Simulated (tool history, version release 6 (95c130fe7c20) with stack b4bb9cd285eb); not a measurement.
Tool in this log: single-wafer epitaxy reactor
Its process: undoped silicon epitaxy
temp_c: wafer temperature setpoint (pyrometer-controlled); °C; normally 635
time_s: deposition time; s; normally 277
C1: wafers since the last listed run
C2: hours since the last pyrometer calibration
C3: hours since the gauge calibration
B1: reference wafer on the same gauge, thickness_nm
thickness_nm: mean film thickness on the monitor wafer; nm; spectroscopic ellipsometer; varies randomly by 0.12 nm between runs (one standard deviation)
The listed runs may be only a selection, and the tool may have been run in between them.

run 1 hour=0.0 | temp_c=635 time_s=290 | C1=0 C2=1191.5 C3=428.2 | B1=33.368 | thickness_nm=36.279
-- hour=5.7 gauge calibrated
run 2 hour=91.3 | temp_c=635 time_s=290 | C1=695 C2=1282.8 C3=85.6 | B1=32.955 | thickness_nm=35.779
run 3 hour=103.6 | temp_c=635 time_s=277 | C1=93 C2=1295.1 C3=97.9 | B1=32.961 | thickness_nm=34.329
run 4 hour=122.7 | temp_c=643 time_s=307 | C1=145 C2=1314.2 C3=117.0 | B1=32.973 | thickness_nm=45.574
run 5 hour=157.4 | temp_c=643 time_s=307 | C1=264 C2=1348.9 C3=151.7 | B1=33.029 | thickness_nm=45.541
run 6 hour=188.8 | temp_c=635 time_s=277 | C1=239 C2=1380.3 C3=183.1 | B1=33.064 | thickness_nm=34.356
run 7 hour=211.5 | temp_c=635 time_s=277 | C1=172 C2=1403.0 C3=205.8 | B1=33.082 | thickness_nm=34.555
run 8 hour=236.9 | temp_c=635 time_s=277 | C1=193 C2=1428.4 C3=231.2 | B1=33.121 | thickness_nm=34.140
run 9 hour=258.3 | temp_c=635 time_s=277 | C1=162 C2=1449.8 C3=252.6 | B1=33.153 | thickness_nm=34.609
run 10 hour=281.8 | temp_c=635 time_s=260 | C1=178 C2=1473.3 C3=276.1 | B1=33.157 | thickness_nm=32.308
run 11 hour=317.7 | temp_c=635 time_s=260 | C1=273 C2=1509.2 C3=312.0 | B1=33.196 | thickness_nm=32.252
run 12 hour=342.4 | temp_c=635 time_s=260 | C1=188 C2=1533.9 C3=336.7 | B1=33.260 | thickness_nm=32.355
run 13 hour=367.6 | temp_c=635 time_s=232 | C1=191 C2=1559.1 C3=361.9 | B1=33.302 | thickness_nm=28.996
run 14 hour=406.3 | temp_c=635 time_s=277 | C1=294 C2=1597.8 C3=400.6 | B1=33.338 | thickness_nm=34.585
run 15 hour=420.1 | temp_c=649 time_s=320 | C1=105 C2=1611.6 C3=414.4 | B1=33.351 | thickness_nm=54.646
run 16 hour=438.1 | temp_c=635 time_s=277 | C1=137 C2=1629.6 C3=432.4 | B1=33.367 | thickness_nm=34.539
run 17 hour=471.3 | temp_c=630 time_s=239 | C1=252 C2=1662.8 C3=465.6 | B1=33.436 | thickness_nm=26.742
-- hour=473.0 gauge calibrated
-- hour=495.3 pyrometer calibrated
run 18 hour=496.0 | temp_c=635 time_s=317 | C1=127 C2=0.7 C3=23.0 | B1=32.790 | thickness_nm=39.139
run 19 hour=513.2 | temp_c=628 time_s=277 | C1=130 C2=17.9 C3=40.2 | B1=32.860 | thickness_nm=29.103
run 20 hour=545.2 | temp_c=627 time_s=235 | C1=243 C2=49.9 C3=72.2 | B1=32.885 | thickness_nm=24.242
run 21 hour=580.8 | temp_c=621 time_s=256 | C1=271 C2=85.5 C3=107.8 | B1=32.937 | thickness_nm=22.872
run 22 hour=671.9 | temp_c=635 time_s=277 | C1=693 C2=176.6 C3=198.9 | B1=33.054 | thickness_nm=34.389
run 23 hour=699.0 | temp_c=629 time_s=306 | C1=206 C2=203.7 C3=226.0 | B1=33.067 | thickness_nm=33.334
run 24 hour=723.6 | temp_c=641 time_s=235 | C1=187 C2=228.3 C3=250.6 | B1=33.104 | thickness_nm=33.358
run 25 hour=735.9 | temp_c=627 time_s=235 | C1=93 C2=240.6 C3=262.9 | B1=33.147 | thickness_nm=24.413

Below are 5 alternative next runs, each starting from the tool's condition after run 25. Predict each:
run A hour=736.4 | temp_c=645 time_s=277 | C1=3 C2=241.1 C3=263.4 | B1=? | thickness_nm=?
run B hour=736.4 | temp_c=641 time_s=248 | C1=3 C2=241.1 C3=263.4 | B1=? | thickness_nm=?
run C hour=736.4 | temp_c=645 time_s=309 | C1=3 C2=241.1 C3=263.4 | B1=? | thickness_nm=?
run D hour=736.4 | temp_c=647 time_s=226 | C1=3 C2=241.1 C3=263.4 | B1=? | thickness_nm=?
run E hour=736.4 | temp_c=639 time_s=262 | C1=3 C2=241.1 C3=263.4 | B1=? | thickness_nm=?

run=A B1=33.146 thickness_nm=43.166
run=B B1=33.146 thickness_nm=35.356
run=C B1=33.146 thickness_nm=48.153
run=D B1=33.146 thickness_nm=36.810
run=E B1=33.146 thickness_nm=35.716
What these runs would have given with no unlogged condition in the tool:
run=A thickness_nm=42.733
run=B thickness_nm=35.002
run=C thickness_nm=47.670
run=D thickness_nm=36.441
run=E thickness_nm=35.358
